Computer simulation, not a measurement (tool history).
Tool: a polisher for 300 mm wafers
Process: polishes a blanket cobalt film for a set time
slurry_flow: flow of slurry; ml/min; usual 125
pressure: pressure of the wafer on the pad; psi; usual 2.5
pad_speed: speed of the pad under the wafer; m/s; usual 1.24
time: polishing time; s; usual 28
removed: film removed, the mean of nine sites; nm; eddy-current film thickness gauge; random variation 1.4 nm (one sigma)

run,day,slurry_flow,pressure,pad_speed,time,wafers since the last listed run,wafers polished on this pad,hours since the slurry nozzle was cleaned,hours since the head pressure was calibrated,"incoming thickness of the incoming film, nm",removed
1,0,125,1.9,1.24,28,0,630,642.9,298.3,604.5,158.4
# day 0.825: head pressure recalibrated
2,1.942,125,1.9,1.24,28,475,1106,689.5,26.8,611.4,161.7
# day 3.5: slurry nozzle cleaned
3,5.429,125,1.9,1.24,28,882,1988,46.3,110.5,602.4,164.2
4,9.117,125,2.5,1.24,35,944,2933,134.8,199,609.1,264.4
# day 10.208: worn pad replaced by a new one
5,11.65,125,2.5,1.24,28,606,368,195.6,259.8,603.1,210.8
# day 14.546: head pressure recalibrated
6,16.058,115,2.5,1.24,28,1107,1476,301.4,36.3,612.8,199.2
7,18.888,115,2.5,1.24,28,724,2200,369.3,104.2,613.1,200.3
8,22.875,115,2.5,1.24,28,1021,3221,465,199.9,619.5,198
# day 23.404: worn pad replaced by a new one
9,26.788,125,2.5,1.24,28,959,866,558.9,293.8,615.8,200.6
10,28.8,125,2.5,1.24,28,515,1381,607.2,342.1,612.3,196.4
# day 29.946: slurry nozzle cleaned
# day 30.117: head pressure recalibrated, repeated, since the last time left the tool worse
11,33.171,125,2.5,1.24,28,1087,2469,77.4,73.3,606.4,214.4
12,35.425,125,2.5,1.4,28,577,3046,131.5,127.4,605.5,240.3
# day 36.346: worn pad replaced by a new one
13,39.021,125,2.5,1.24,28,878,685,217.8,213.7,599.3,213.3
14,41.021,125,2.5,1.42,28,512,1197,265.8,261.7,608.6,241.6
15,42.967,125,2.5,1.24,28,498,1695,312.5,308.4,605.4,210.2
# day 44.992: head pressure recalibrated
16,45.304,125,2.5,1.24,28,577,2273,368.6,7.5,614,211.5
17,46.962,125,2.9,0.86,28,424,2697,408.4,47.3,618.6,172.3
18,48.475,125,3,1.24,28,387,3084,444.7,83.6,599.3,256.3
# day 49.846: worn pad replaced by a new one
19,51.446,125,2.5,1.24,28,718,409,516,154.9,603.2,212.3
20,54.375,105,2.5,1.24,34,750,1159,586.3,225.2,613.2,246.9
21,57.367,125,2.5,1.58,33,766,1925,658.1,297,609.6,313.9
# day 57.5: head pressure recalibrated
22,59.012,125,2.8,1.24,28,400,2325,697.6,36.3,601.3,239.4
# day 60.85: slurry nozzle cleaned
23,60.971,125,1.6,1.06,28,490,2816,2.9,83.3,616,116.4
24,63.329,125,2.2,0.88,28,603,3420,59.5,139.9,603.7,133.5
# day 64.521: worn pad replaced by a new one
25,65.488,125,2,1.24,28,510,247,111.3,191.7,598.4,170.2
26,68.467,110,2.5,1.24,28,762,1009,182.8,263.2,610.4,206.2
# day 70.808: head pressure recalibrated
27,72.383,125,2.5,1.24,28,981,1991,276.8,37.8,613.6,215.6

5 ways to go on from here, each from the tool as it stands after run 27. What would each give?
A,72.4,125,2.5,1.24,28,4,1995,277.2,38.2,605.6,?
B,72.4,125,2.5,1.5,21,4,1995,277.2,38.2,605.6,?
C,72.4,150,3,1.24,24,4,1995,277.2,38.2,605.6,?
D,72.4,125,1.7,0.96,34,4,1995,277.2,38.2,605.6,?
E,72.4,125,2.5,1.68,36,4,1995,277.2,38.2,605.6,?

run,removed
A,216.5
B,195.9
C,230.3
D,139
E,375.6
Without the tool's hidden state the same runs would have given:
run,removed
A,214.6
B,194.2
C,228.3
D,137.8
E,372.4

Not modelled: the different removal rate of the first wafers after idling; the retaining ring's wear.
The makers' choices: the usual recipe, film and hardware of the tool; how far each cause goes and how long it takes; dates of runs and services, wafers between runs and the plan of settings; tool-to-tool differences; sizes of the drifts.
